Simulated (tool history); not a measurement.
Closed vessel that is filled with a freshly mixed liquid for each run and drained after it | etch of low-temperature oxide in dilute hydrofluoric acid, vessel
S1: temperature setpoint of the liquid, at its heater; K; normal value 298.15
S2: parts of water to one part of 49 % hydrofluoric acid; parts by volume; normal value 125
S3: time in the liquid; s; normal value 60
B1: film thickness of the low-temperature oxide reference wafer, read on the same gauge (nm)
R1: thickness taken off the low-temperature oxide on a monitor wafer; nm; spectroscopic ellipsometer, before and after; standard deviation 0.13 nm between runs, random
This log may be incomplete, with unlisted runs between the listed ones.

| run | hour | S1 | S2 | S3 | B1 | R1 |
|---|---|---|---|---|---|---|
| 1 | 0.0 | 298.15 | 125 | 60 | 133.50 | 16.66 |
| 2 | 93.6 | 298.15 | 125 | 60 | 133.26 | 16.79 |
| 3 | 133.6 | 298.15 | 125 | 60 | 133.16 | 16.70 |
| 4 | 219.8 | 298.15 | 125 | 60 | 133.02 | 16.55 |
|  | 418.4 | thermometer replaced |
| 5 | 462.6 | 298.15 | 125 | 60 | 132.48 | 16.45 |
| 6 | 535.5 | 298.15 | 125 | 60 | 132.30 | 16.76 |
| 7 | 596.3 | 298.15 | 125 | 60 | 132.20 | 16.59 |
| 8 | 670.6 | 298.15 | 125 | 60 | 132.03 | 16.34 |
| 9 | 744.3 | 298.15 | 125 | 70 | 131.85 | 19.24 |
| 10 | 830.3 | 298.15 | 125 | 70 | 131.68 | 19.14 |
| 11 | 924.1 | 298.15 | 125 | 70 | 131.47 | 19.22 |
| 12 | 995.7 | 298.15 | 125 | 60 | 131.32 | 16.53 |
| 13 | 1049.4 | 298.15 | 85 | 75 | 131.21 | 31.59 |
|  | 1058.3 | hydrofluoric acid flow meter replaced |
| 14 | 1105.2 | 298.15 | 75 | 30 | 131.06 | 14.76 |
| 15 | 1201.9 | 298.15 | 125 | 60 | 130.82 | 16.21 |
| 16 | 1246.7 | 298.15 | 125 | 60 | 130.74 | 16.51 |
| 17 | 1377.4 | 300.65 | 170 | 60 | 130.47 | 12.38 |
|  | 1440.6 | gauge calibrated |
| 18 | 1449.7 | 298.15 | 110 | 60 | 140.28 | 20.36 |
| 19 | 1529.5 | 298.15 | 125 | 60 | 140.13 | 17.49 |
| 20 | 1575.3 | 298.15 | 125 | 60 | 140.01 | 17.52 |
| 21 | 1675.7 | 298.15 | 175 | 85 | 139.82 | 16.70 |
| 22 | 1865.7 | 295.65 | 150 | 30 | 139.34 | 6.41 |
| 23 | 1929.8 | 294.15 | 125 | 70 | 139.25 | 17.25 |
| 24 | 2128.9 | 296.15 | 85 | 90 | 138.80 | 37.09 |
| 25 | 2181.9 | 298.15 | 125 | 60 | 138.71 | 17.27 |
| 26 | 2288.9 | 298.15 | 125 | 90 | 138.45 | 26.18 |

Expected results for the next run?
| 27 | 2372.2 | 298.15 | 125 | 70 | ? | ? |

B1: 138.27
R1: 20.11 nm
Minus the tool's unlogged condition, the same run would have read R1 20.36 nm.
